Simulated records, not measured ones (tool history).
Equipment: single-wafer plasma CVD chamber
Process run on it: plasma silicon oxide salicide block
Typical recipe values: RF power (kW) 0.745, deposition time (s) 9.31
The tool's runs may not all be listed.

run    hour  RF power (kW)  deposition time (s)  wafers since the last listed run  hours since the last RF generator calibration  hours since the showerhead was replaced  hours since the gauge calibration  read-back reference wafer on the same gauge, thickness_nm  mean film thickness on the monitor wafer (nm)
  1       0          0.745                 9.31                                 0                                          844.4                                   3667.7                              780.6                                                    110.059                                        115.275
  2    63.1          0.745                 9.31                              1909                                          907.5                                   3730.8                              843.7                                                    110.086                                        114.506
  3    99.4          0.745                 9.31                              1098                                          943.8                                   3767.1                                880                                                    109.878                                        115.237
  4   144.9          0.745                 9.31                              1377                                          989.3                                   3812.6                              925.5                                                    109.924                                        114.754
  5   210.6          0.745                 9.31                              1988                                           1055                                   3878.3                              991.2                                                    110.107                                        114.548
  6     279          0.745                 9.31                              2070                                         1123.4                                   3946.7                             1059.6                                                    109.897                                        114.769
  7   344.9          0.745                 9.31                              1994                                         1189.3                                   4012.6                             1125.5                                                    110.077                                        115.019
  8   416.8          0.745                 9.31                              2176                                         1261.2                                   4084.5                             1197.4                                                    110.127                                        114.636
        433  -- showerhead replaced
      467.3  -- RF generator calibrated
  9   483.6          0.745                 9.31                              1537                                           16.3                                     50.6                             1264.2                                                    110.084                                        116.796
 10   538.5          0.745                10.45                              1661                                           71.2                                    105.5                             1319.1                                                    110.064                                        131.076
      559.1  -- gauge calibrated
 11   575.3          0.745                 9.31                              1113                                            108                                    142.3                               16.2                                                    109.905                                        116.811
 12   609.7            0.7                 9.31                              1041                                          142.4                                    176.7                               50.6                                                     110.05                                        114.705
 13   679.7            0.7                 9.31                              2118                                          212.4                                    246.7                              120.6                                                    109.876                                        114.579
 14   731.2           0.85                 7.91                              1558                                          263.9                                    298.2                              172.1                                                    110.106                                        102.597
 15   759.8           0.65                10.22                               865                                          292.5                                    326.8                              200.7                                                    109.962                                        123.626
 16   809.2          0.705                 9.93                              1495                                          341.9                                    376.2                              250.1                                                    110.054                                        122.149
 17   839.1          0.745                 9.31                               904                                          371.8                                    406.1                                280                                                    109.866                                        115.348
 18   890.7            0.7                 9.99                              1561                                          423.4                                    457.7                              331.6                                                    109.897                                         122.65
 19   943.9          0.745                 9.78                              1610                                          476.6                                    510.9                              384.8                                                    110.017                                        121.595
 20  1005.6          0.675                 8.12                              1867                                          538.3                                    572.6                              446.5                                                     110.03                                         98.196
 21  1045.8           0.61                10.85                              1216                                          578.5                                    612.8                              486.7                                                    109.847                                        127.846
 22  1071.1          0.785                10.22                               765                                          603.8                                    638.1                                512                                                    110.023                                        128.645
 23  1116.7          0.745                 9.31                              1380                                          649.4                                    683.7                              557.6                                                    109.952                                        116.206
 24  1176.9          0.865                10.29                              1821                                          709.6                                    743.9                              617.8                                                    110.078                                        133.706
 25  1238.4          0.845                 9.79                              1861                                          771.1                                    805.4                              679.3                                                    110.045                                        125.625
 26  1297.1          0.845                 9.79                              1776                                          829.8                                    864.1                                738                                                     110.11                                        125.376

Entry by entry between the runs, the difference in hidden state between the last listed run before and the first listed run after:
After run 8, before run 9: showerhead replaced (hour 433); RF generator calibrated (hour 467.3)
  delivered RF power above the setpoint (%): -9.15 -> -0.46
  difference, measured minus the result without the unlogged condition, mean film thickness on the monitor wafer (nm): -2.764 -> -0.135
After run 10, before run 11: gauge calibrated (hour 559.1)
  delivered RF power above the setpoint (%): -1.46 -> -2.05
  difference, measured minus the result without the unlogged condition, mean film thickness on the monitor wafer (nm): -0.481 -> -0.607
